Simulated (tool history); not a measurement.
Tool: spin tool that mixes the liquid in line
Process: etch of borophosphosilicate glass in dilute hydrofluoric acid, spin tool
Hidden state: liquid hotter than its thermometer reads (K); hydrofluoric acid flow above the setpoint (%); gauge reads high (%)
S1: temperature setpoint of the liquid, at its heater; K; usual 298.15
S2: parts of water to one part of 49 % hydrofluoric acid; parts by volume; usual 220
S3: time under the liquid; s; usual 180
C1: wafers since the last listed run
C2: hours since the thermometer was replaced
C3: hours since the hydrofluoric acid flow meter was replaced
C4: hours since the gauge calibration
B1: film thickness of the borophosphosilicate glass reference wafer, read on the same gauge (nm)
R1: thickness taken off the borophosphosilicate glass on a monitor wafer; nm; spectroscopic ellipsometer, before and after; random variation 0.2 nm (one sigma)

run    hour      S1   S2   S3    C1      C2      C3      C4      B1      R1
  1     0.0  299.65  195  180     0  1081.2   790.1   349.2  100.00   44.78
  2    39.9  298.15  220  180   318  1121.1   830.0   389.1  100.00   36.72
  3    74.7  298.15  220  180   277  1155.9   864.8   423.9   99.98   36.79
  4   133.5  298.15  220  180   469  1214.7   923.6   482.7  100.00   36.67
  5   162.0  298.15  220  180   227  1243.2   952.1   511.2  100.00   36.68
  6   195.9  298.15  220  180   270  1277.1   986.0   545.1  100.01   36.50
  7   229.5  298.15  220  180   268  1310.7  1019.6   578.7  100.01   36.78
  8   276.0  298.15  220  180   371  1357.2  1066.1   625.2  100.01   37.14
  9   330.8  298.15  220  180   437  1412.0  1120.9   680.0  100.00   36.87
 10   374.0  298.15  220  180   344  1455.2  1164.1   723.2  100.00   36.72
 11   470.6  298.15  220  180   771  1551.8  1260.7   819.8   99.99   36.91
 12   499.1  298.15  195  230   227  1580.3  1289.2   848.3  100.00   55.08
 13   540.6  298.15  195  230   331  1621.8  1330.7   889.8  100.00   54.89
 14   599.5  298.15  220  180   470  1680.7  1389.6   948.7  100.00   36.81
 15   631.9  298.15  285  265   258  1713.1  1422.0   981.1  100.02   39.43
 16   694.5  298.15  220  180   499  1775.7  1484.6  1043.7  100.02   37.11
 17   758.3  294.65  310   80   509  1839.5  1548.4  1107.5  100.03    9.55
 18   789.3  298.15  220  180   247  1870.5  1579.4  1138.5  100.02   36.75
 19   845.5  298.15  220  180   448  1926.7  1635.6  1194.7   99.97   37.31
 20   876.5  300.65  270  130   247  1957.7  1666.6  1225.7   99.99   22.96
 21   919.2  298.15  220  180   340  2000.4  1709.3  1268.4  100.01   37.38
      939.8  -- hydrofluoric acid flow meter replaced
 22   984.6  298.15  220  180   514  2065.8    44.8  1333.8  100.01   36.05
 23  1048.2  298.15  220  180   507  2129.4   108.4  1397.4  100.00   36.22
     1100.1  -- thermometer replaced
 24  1118.0  298.15  290  180   549    17.9   178.2  1467.2  100.02   25.41
 25  1171.8  301.65  120  250   429    71.7   232.0  1521.0   99.99  117.95
 26  1259.5  301.65  220  180   700   159.4   319.7  1608.7   99.99   41.38
 27  1318.1  302.65  220  135   467   218.0   378.3  1667.3  100.00   32.33
 28  1368.5  293.15  175  260   402   268.4   428.7  1717.7  100.00   57.22
     1379.0  -- gauge calibrated
 29  1419.6  298.15  220  290   407   319.5   479.8    40.6  100.00   58.44
 30  1551.4  298.15  315  180  1052   451.3   611.6   172.4   99.99   23.28
 31  1725.9  295.15  285  225  1392   625.8   786.1   346.9   99.99   29.78
 32  1784.1  298.15  220  150   464   684.0   844.3   405.1   99.99   30.42
 33  1823.9  298.15  220  180   317   723.8   884.1   444.9   99.99   36.41

Forecast each of these 3 alternatives for the next run:
  A  1824.4  298.15  220  115   3  724.3  884.6  445.4   ?   ?
  B  1824.4  296.65  275   80   3  724.3  884.6  445.4   ?   ?
  C  1824.4  295.65  330  120   3  724.3  884.6  445.4   ?   ?

run     B1     R1
  A  99.99  23.73
  B  99.99  11.84
  C  99.99  13.56
Without the tool's hidden state the same runs would have given:
run     R1
  A  23.33
  B  11.63
  C  13.32
